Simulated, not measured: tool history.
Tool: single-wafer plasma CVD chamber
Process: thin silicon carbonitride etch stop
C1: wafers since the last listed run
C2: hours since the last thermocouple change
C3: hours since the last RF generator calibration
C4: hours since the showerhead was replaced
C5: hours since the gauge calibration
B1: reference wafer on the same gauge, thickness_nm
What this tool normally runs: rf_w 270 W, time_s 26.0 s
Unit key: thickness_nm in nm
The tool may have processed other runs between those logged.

Run 1, hour 0.0: usual settings but time_s 24.9 s; C1 0; C2 501.3; C3 746.2; C4 7309.7; C5 286.4; B1 12.298. Result: thickness_nm 14.328 nm.
Run 2, hour 83.2: usual settings but time_s 24.9 s; C1 1513; C2 584.5; C3 829.4; C4 7392.9; C5 369.6; B1 12.299. Result: thickness_nm 14.279 nm.
Run 3, hour 178.6: usual settings; C1 1735; C2 679.9; C3 924.8; C4 7488.3; C5 465.0; B1 12.301. Result: thickness_nm 14.840 nm.
Run 4, hour 225.2: usual settings; C1 847; C2 726.5; C3 971.4; C4 7534.9; C5 511.6; B1 12.297. Result: thickness_nm 14.915 nm.
Run 5, hour 309.1: usual settings; C1 1526; C2 810.4; C3 1055.3; C4 7618.8; C5 595.5; B1 12.300. Result: thickness_nm 14.817 nm.
At hour 320.1: showerhead replaced.
Run 6, hour 392.1: usual settings; C1 1364; C2 893.4; C3 1138.3; C4 72.0; C5 678.5; B1 12.310. Result: thickness_nm 14.859 nm.
Run 7, hour 490.8: usual settings; C1 1795; C2 992.1; C3 1237.0; C4 170.7; C5 777.2; B1 12.301. Result: thickness_nm 14.831 nm.
At hour 521.6: gauge calibrated.
At hour 545.2: RF generator calibrated.
Run 8, hour 594.9: usual settings but rf_w 235 W, time_s 28.9 s; C1 1748; C2 1096.2; C3 49.7; C4 274.8; C5 73.3; B1 12.306. Result: thickness_nm 16.114 nm.
Run 9, hour 672.5: usual settings; C1 1411; C2 1173.8; C3 127.3; C4 352.4; C5 150.9; B1 12.313. Result: thickness_nm 15.015 nm.
At hour 686.4: thermocouple changed; heater temperature recalibrated.
Run 10, hour 719.0: usual settings; C1 700; C2 32.6; C3 173.8; C4 398.9; C5 197.4; B1 12.304. Result: thickness_nm 15.054 nm.
Run 11, hour 757.0: usual settings but rf_w 310 W, time_s 30.2 s; C1 691; C2 70.6; C3 211.8; C4 436.9; C5 235.4; B1 12.304. Result: thickness_nm 18.117 nm.
Run 12, hour 856.4: usual settings but time_s 30.3 s; C1 1808; C2 170.0; C3 311.2; C4 536.3; C5 334.8; B1 12.299. Result: thickness_nm 17.556 nm.
Run 13, hour 896.6: usual settings but rf_w 305 W, time_s 23.3 s; C1 731; C2 210.2; C3 351.4; C4 576.5; C5 375.0; B1 12.305. Result: thickness_nm 13.947 nm.
Run 14, hour 966.3: usual settings but time_s 22.9 s; C1 1268; C2 279.9; C3 421.1; C4 646.2; C5 444.7; B1 12.303. Result: thickness_nm 13.215 nm.

For each run, what was the tool's unlogged condition?
wafer temperature above the value expected at the setpoint (K): 0 across all the runs
gauge reads high (%): 0 across all the runs
H1: delivered RF power above the setpoint (%)
run     H1
  1  -3.94
  2  -4.65
  3  -5.55
  4  -6.03
  5  -6.95
  6  -7.93
  7   -9.2
  8  -1.72
  9   -1.8
 10  -1.87
 11  -1.95
 12  -2.23
 13  -2.38
 14  -2.67
